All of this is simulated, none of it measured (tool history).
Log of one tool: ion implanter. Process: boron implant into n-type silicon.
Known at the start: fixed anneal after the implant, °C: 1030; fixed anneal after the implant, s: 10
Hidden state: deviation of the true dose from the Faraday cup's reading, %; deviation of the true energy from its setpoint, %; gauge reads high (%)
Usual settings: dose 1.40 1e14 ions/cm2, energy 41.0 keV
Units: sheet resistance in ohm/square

run,hour,dose,energy,wafers since the last listed run,hours since the last dose calibration,hours since the extraction supply was calibrated,hours since the gauge calibration,"read-back reference wafer on the same gauge, sheet resistance",sheet resistance
1,0.0,1.40,41.0,0,1889.7,5043.0,312.3,392.97,470.36
2,12.4,1.40,41.0,369,1902.1,5055.4,324.7,392.83,470.49
3,25.5,1.40,41.0,390,1915.2,5068.5,337.8,392.78,471.18
4,34.1,1.40,41.0,256,1923.8,5077.1,346.4,393.17,470.62
5,45.9,1.40,41.0,351,1935.6,5088.9,358.2,392.96,472.18
6,60.2,1.40,41.0,425,1949.9,5103.2,372.5,393.07,472.28
7,66.9,1.40,41.0,199,1956.6,5109.9,379.2,392.91,471.40
8,78.7,1.40,30.5,351,1968.4,5121.7,391.0,393.08,495.02
9,87.9,1.40,41.0,273,1977.6,5130.9,400.2,392.94,471.60
10,103.5,1.40,41.0,464,1993.2,5146.5,415.8,392.88,471.44
11,112.9,1.40,41.0,279,2002.6,5155.9,425.2,393.10,470.81
12,129.5,1.40,48.5,494,2019.2,5172.5,441.8,392.90,458.93
13,139.4,1.40,47.5,294,2029.1,5182.4,451.7,392.81,459.19
14,154.0,1.40,41.0,434,2043.7,5197.0,466.3,392.83,472.36
15,169.6,1.10,53.5,464,2059.3,5212.6,481.9,393.15,534.50
16,181.2,1.61,36.0,345,2070.9,5224.2,493.5,392.84,434.94
17,195.8,1.20,41.0,434,2085.5,5238.8,508.1,393.19,526.27
18,201.8,1.40,28.5,178,2091.5,5244.8,514.1,392.95,502.47
19,212.6,1.64,54.0,321,2102.3,5255.6,524.9,392.84,402.22
20,232.1,1.20,41.0,580,2121.8,5275.1,544.4,392.97,527.94
# hour 246.1: extraction supply calibrated
21,246.6,1.56,52.0,193,2136.3,0.5,558.9,393.33,420.42
22,248.8,1.58,27.0,65,2138.5,2.7,561.1,393.18,462.93
23,257.0,1.20,41.0,244,2146.7,10.9,569.3,393.13,528.83
24,274.4,1.72,51.5,518,2164.1,28.3,586.7,392.97,390.80
25,291.2,1.40,34.5,500,2180.9,45.1,603.5,393.14,487.42
# hour 306.3: Faraday cup replaced and dose calibrated
26,306.8,1.10,41.0,226,0.5,60.7,619.1,392.76,544.45
# hour 307.1: gauge calibrated
27,319.1,1.82,48.5,366,12.8,73.0,12.0,393.19,368.08
28,326.8,1.40,41.0,229,20.5,80.7,19.7,393.03,457.43
29,337.6,1.07,50.0,321,31.3,91.5,30.5,392.92,538.02
30,348.3,1.59,36.5,318,42.0,102.2,41.2,392.78,424.90
31,363.5,1.57,52.0,452,57.2,117.4,56.4,392.96,405.20
32,373.2,1.14,34.5,288,66.9,127.1,66.1,393.17,547.85
33,380.1,1.05,41.0,205,73.8,134.0,73.0,393.01,564.28
34,391.3,1.77,41.0,333,85.0,145.2,84.2,392.99,386.15
35,399.1,1.40,41.0,232,92.8,153.0,92.0,392.82,458.91
36,410.7,1.02,28.0,345,104.4,164.6,103.6,392.91,619.07

Some steps in sheet resistance between neighbouring runs. How much of each would the tool show without its hidden state too (settings, what came in, random variation), and how much is left for the hidden state, with any gauge scatter that isn't in both results?
Run 19 -> 20: dose 1.64 -> 1.20, energy 54.0 -> 41.0. sheet resistance +125.72 ohm/square: hidden state +3.65, all else +122.07.
Run 23 -> 24: dose 1.20 -> 1.72, energy 41.0 -> 51.5. sheet resistance -138.03 ohm/square: hidden state -3.74, all else -134.29.
Run 25 -> 26: dose 1.40 -> 1.10, energy 34.5 -> 41.0, Faraday cup replaced and dose calibrated. sheet resistance +57.03 ohm/square: hidden state -15.47, all else +72.50.
Run 26 -> 27: dose 1.10 -> 1.82, energy 41.0 -> 48.5, gauge calibrated. sheet resistance -176.37 ohm/square: hidden state +0.25, all else -176.62.
Run 33 -> 34: dose 1.05 -> 1.77. sheet resistance -178.13 ohm/square: hidden state +0.07, all else -178.20.
Run 35 -> 36: dose 1.40 -> 1.02, energy 41.0 -> 28.0. sheet resistance +160.16 ohm/square: hidden state +0.15, all else +160.01.
